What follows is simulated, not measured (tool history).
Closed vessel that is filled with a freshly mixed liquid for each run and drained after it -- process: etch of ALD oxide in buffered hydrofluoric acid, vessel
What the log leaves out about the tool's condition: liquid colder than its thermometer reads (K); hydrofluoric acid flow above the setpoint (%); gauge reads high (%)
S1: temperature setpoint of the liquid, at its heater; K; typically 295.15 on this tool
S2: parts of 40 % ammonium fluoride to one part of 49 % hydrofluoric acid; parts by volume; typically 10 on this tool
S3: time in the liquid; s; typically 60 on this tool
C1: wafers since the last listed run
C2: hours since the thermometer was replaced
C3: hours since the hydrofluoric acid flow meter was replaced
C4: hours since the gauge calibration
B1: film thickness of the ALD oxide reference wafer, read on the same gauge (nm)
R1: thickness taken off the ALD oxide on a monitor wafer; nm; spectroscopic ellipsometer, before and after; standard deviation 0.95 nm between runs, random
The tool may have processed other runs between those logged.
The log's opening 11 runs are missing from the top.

| run | hour | S1 | S2 | S3 | C1 | C2 | C3 | C4 | B1 | R1 |
|---|---|---|---|---|---|---|---|---|---|---|
| 12 | 161.3 | 295.15 | 10 | 60 | 1924 | 2508.6 | 37.3 | 44.5 | 129.99 | 96.18 |
| 13 | 178.1 | 295.15 | 10 | 50 | 1197 | 2525.4 | 54.1 | 61.3 | 130.02 | 80.71 |
| 14 | 194.5 | 295.15 | 10 | 50 | 1169 | 2541.8 | 70.5 | 77.7 | 130.02 | 79.91 |
| 15 | 209.1 | 295.15 | 10 | 60 | 1040 | 2556.4 | 85.1 | 92.3 | 130.02 | 95.09 |
|  | 212 | thermometer replaced |
| 16 | 221.8 | 293.15 | 10 | 60 | 834 | 9.8 | 97.8 | 105 | 129.97 | 84.99 |
| 17 | 229.4 | 291.15 | 10 | 80 | 541 | 17.4 | 105.4 | 112.6 | 129.97 | 104.29 |
| 18 | 244.8 | 298.15 | 10 | 60 | 1097 | 32.8 | 120.8 | 128 | 129.98 | 116.07 |
| 19 | 258.8 | 295.15 | 10 | 60 | 998 | 46.8 | 134.8 | 142 | 130 | 98.02 |
| 20 | 268.8 | 296.65 | 7.5 | 95 | 712 | 56.8 | 144.8 | 152 | 130.02 | 211.21 |
| 21 | 302.5 | 295.15 | 10 | 60 | 2402 | 90.5 | 178.5 | 185.7 | 130.02 | 95.87 |
| 22 | 315.1 | 293.65 | 9 | 45 | 898 | 103.1 | 191.1 | 198.3 | 129.99 | 70.8 |
| 23 | 329.5 | 295.15 | 12 | 60 | 1026 | 117.5 | 205.5 | 212.7 | 129.99 | 81.01 |
| 24 | 342.1 | 295.15 | 10 | 60 | 898 | 130.1 | 218.1 | 225.3 | 130.03 | 96.59 |
| 25 | 355 | 295.15 | 10 | 60 | 919 | 143 | 231 | 238.2 | 129.94 | 97.36 |
| 26 | 365.4 | 298.65 | 10 | 60 | 741 | 153.4 | 241.4 | 248.6 | 130.02 | 117.11 |
| 27 | 377.6 | 299.15 | 10 | 60 | 869 | 165.6 | 253.6 | 260.8 | 129.99 | 120.74 |
| 28 | 383.6 | 295.15 | 10 | 60 | 427 | 171.6 | 259.6 | 266.8 | 129.96 | 97.74 |
| 29 | 398.4 | 291.15 | 10 | 60 | 1055 | 186.4 | 274.4 | 281.6 | 129.99 | 78 |
| 30 | 405.4 | 290.65 | 11.5 | 60 | 499 | 193.4 | 281.4 | 288.6 | 130.02 | 64.85 |
| 31 | 419.1 | 295.15 | 10 | 60 | 976 | 207.1 | 295.1 | 302.3 | 130.07 | 94.49 |
| 32 | 435.6 | 290.65 | 11.5 | 75 | 1176 | 223.6 | 311.6 | 318.8 | 129.98 | 80.87 |
| 33 | 443.1 | 295.15 | 12 | 60 | 534 | 231.1 | 319.1 | 326.3 | 129.94 | 81.22 |
| 34 | 452.5 | 297.15 | 10 | 60 | 670 | 240.5 | 328.5 | 335.7 | 129.98 | 106.86 |

What if the next run were any one of these 4? Each begins from the tool's condition after run 34:
| A | 453.2 | 295.15 | 10 | 60 | 49 | 241.2 | 329.2 | 336.4 | ? | ? |
| B | 453.2 | 295.15 | 8 | 60 | 49 | 241.2 | 329.2 | 336.4 | ? | ? |
| C | 453.2 | 297.15 | 10 | 45 | 49 | 241.2 | 329.2 | 336.4 | ? | ? |
| D | 453.2 | 291.65 | 10 | 60 | 49 | 241.2 | 329.2 | 336.4 | ? | ? |

| run | B1 | R1 |
|---|---|---|
| A | 129.99 | 95.61 |
| B | 129.99 | 116.1 |
| C | 129.99 | 80.03 |
| D | 129.99 | 78.62 |
Take away the tool's hidden state, keep each run's random variation, and the runs would have read:
| run | R1 |
|---|---|
| A | 95.61 |
| B | 116.1 |
| C | 80.03 |
| D | 78.62 |

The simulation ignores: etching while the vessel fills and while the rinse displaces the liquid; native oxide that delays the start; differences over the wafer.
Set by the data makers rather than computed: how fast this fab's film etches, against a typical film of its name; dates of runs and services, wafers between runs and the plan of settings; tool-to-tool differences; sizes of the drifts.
